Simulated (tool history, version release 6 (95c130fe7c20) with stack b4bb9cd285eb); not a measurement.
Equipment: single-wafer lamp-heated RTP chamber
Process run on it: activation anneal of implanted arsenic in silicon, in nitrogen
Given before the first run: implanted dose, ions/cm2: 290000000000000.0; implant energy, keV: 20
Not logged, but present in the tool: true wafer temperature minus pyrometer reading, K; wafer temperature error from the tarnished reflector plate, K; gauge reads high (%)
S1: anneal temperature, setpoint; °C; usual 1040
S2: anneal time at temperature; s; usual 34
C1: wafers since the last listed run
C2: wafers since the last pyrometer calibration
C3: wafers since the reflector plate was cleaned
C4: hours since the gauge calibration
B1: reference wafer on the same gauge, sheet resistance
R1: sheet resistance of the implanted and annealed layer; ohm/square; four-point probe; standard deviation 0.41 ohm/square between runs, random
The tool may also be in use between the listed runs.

run 1 day=0 | S1=1040 S2=39 | C1=0 C2=1875 C3=5491 C4=273.1 | B1=277.96 | R1=266.68
-- day=0.338 reflector plate cleaned
run 2 day=0.604 | S1=1040 S2=34 | C1=69 C2=1945 C3=67 C4=287.6 | B1=278.16 | R1=268.63
run 3 day=1.329 | S1=1040 S2=34 | C1=186 C2=2131 C3=254 C4=305 | B1=277.91 | R1=268.95
run 4 day=2.025 | S1=1055 S2=44 | C1=178 C2=2310 C3=432 C4=321.7 | B1=278.15 | R1=263.51
run 5 day=2.808 | S1=1055 S2=44 | C1=201 C2=2511 C3=633 C4=340.5 | B1=278 | R1=263.43
run 6 day=4.225 | S1=1055 S2=44 | C1=363 C2=2874 C3=997 C4=374.5 | B1=277.93 | R1=262.65
run 7 day=5.025 | S1=1040 S2=34 | C1=205 C2=3080 C3=1202 C4=393.7 | B1=278.16 | R1=268.58
run 8 day=6.312 | S1=1040 S2=34 | C1=330 C2=3410 C3=1533 C4=424.6 | B1=277.97 | R1=268.42
run 9 day=7.458 | S1=1040 S2=34 | C1=294 C2=3705 C3=1827 C4=452.1 | B1=278.12 | R1=268.15
run 10 day=8.342 | S1=1040 S2=34 | C1=226 C2=3931 C3=2054 C4=473.3 | B1=277.88 | R1=268.53
run 11 day=8.929 | S1=1031 S2=34 | C1=150 C2=4082 C3=2205 C4=487.4 | B1=278.02 | R1=269.53
run 12 day=10.196 | S1=1031 S2=34 | C1=325 C2=4407 C3=2530 C4=517.8 | B1=277.84 | R1=268.87
run 13 day=13.325 | S1=1031 S2=34 | C1=803 C2=5211 C3=3333 C4=592.9 | B1=278.22 | R1=269.63
-- day=14.129 gauge calibrated
run 14 day=14.442 | S1=1040 S2=34 | C1=286 C2=5497 C3=3620 C4=7.5 | B1=278.15 | R1=267.84
run 15 day=15.658 | S1=1040 S2=34 | C1=312 C2=5810 C3=3932 C4=36.7 | B1=278.06 | R1=266.69
run 16 day=16.838 | S1=1040 S2=34 | C1=302 C2=6112 C3=4235 C4=65 | B1=278.13 | R1=266.79
run 17 day=17.762 | S1=1040 S2=34 | C1=237 C2=6350 C3=4472 C4=87.2 | B1=278 | R1=267.29
run 18 day=18.417 | S1=1040 S2=34 | C1=167 C2=6518 C3=4640 C4=102.9 | B1=278.15 | R1=266.89
run 19 day=19.65 | S1=1031 S2=23 | C1=316 C2=6834 C3=4957 C4=132.5 | B1=278.17 | R1=270.83
run 20 day=20.679 | S1=1053 S2=34 | C1=264 C2=7099 C3=5221 C4=157.2 | B1=278.11 | R1=263.76
-- day=21.738 pyrometer window cleaned and pyrometer calibrated
run 21 day=22.162 | S1=1040 S2=20 | C1=295 C2=108 C3=5516 C4=192.8 | B1=278.06 | R1=272.49
-- day=23.908 reflector plate cleaned
run 22 day=23.929 | S1=1050 S2=41 | C1=367 C2=476 C3=5 C4=235.2 | B1=277.91 | R1=265.75
run 23 day=25.088 | S1=1052 S2=20 | C1=297 C2=774 C3=302 C4=263 | B1=277.91 | R1=271.46
run 24 day=26.112 | S1=1040 S2=34 | C1=263 C2=1037 C3=566 C4=287.6 | B1=277.89 | R1=269.45
run 25 day=27.296 | S1=1068 S2=34 | C1=303 C2=1341 C3=869 C4=316 | B1=278.05 | R1=263.66
run 26 day=28.225 | S1=1057 S2=34 | C1=238 C2=1579 C3=1108 C4=338.3 | B1=278.1 | R1=265.7
run 27 day=29.554 | S1=1027 S2=23 | C1=341 C2=1920 C3=1449 C4=370.2 | B1=277.93 | R1=273.8
run 28 day=30.817 | S1=1040 S2=34 | C1=324 C2=2245 C3=1773 C4=400.5 | B1=278.08 | R1=268.97
run 29 day=31.604 | S1=1040 S2=34 | C1=202 C2=2447 C3=1975 C4=419.4 | B1=278.21 | R1=268.83
run 30 day=33.004 | S1=1040 S2=34 | C1=359 C2=2806 C3=2335 C4=453 | B1=278.09 | R1=268.79
run 31 day=34.242 | S1=1040 S2=34 | C1=317 C2=3124 C3=2652 C4=482.7 | B1=278.09 | R1=268.9
run 32 day=35.596 | S1=1068 S2=41 | C1=347 C2=3471 C3=3000 C4=515.2 | B1=277.81 | R1=260.35
run 33 day=36.496 | S1=1015 S2=25 | C1=231 C2=3703 C3=3231 C4=536.8 | B1=278.03 | R1=274.13
run 34 day=37.575 | S1=1062 S2=43 | C1=277 C2=3980 C3=3508 C4=562.7 | B1=277.96 | R1=261.35
-- day=40.921 gauge calibrated
run 35 day=41.229 | S1=1053 S2=52 | C1=938 C2=4918 C3=4446 C4=7.4 | B1=278.07 | R1=260.55
run 36 day=42.567 | S1=1040 S2=34 | C1=343 C2=5261 C3=4790 C4=39.5 | B1=277.82 | R1=267.41
run 37 day=43.733 | S1=1031 S2=34 | C1=299 C2=5561 C3=5089 C4=67.5 | B1=278.04 | R1=268.78

Some steps in R1, run to run, broken into two amounts with sign: the step expected even without the hidden condition (settings, incoming material, random variation), and the rest, left for the hidden condition together with whatever gauge scatter is not in both the measured and the hidden-condition-free result:
Run 1 -> 2: S2 39 -> 34, reflector plate cleaned. R1 +1.95 ohm/square: hidden state +1.65, all else +0.3.
Run 20 -> 21: S1 1053 -> 1040, S2 34 -> 20, pyrometer window cleaned and pyrometer calibrated. R1 +8.73 ohm/square: hidden state +3.18, all else +5.55.
Run 32 -> 33: S1 1068 -> 1015, S2 41 -> 25. R1 +13.78 ohm/square: hidden state +1.25, all else +12.53.
Run 33 -> 34: S1 1015 -> 1062, S2 25 -> 43. R1 -12.78 ohm/square: hidden state -1.56, all else -11.22.
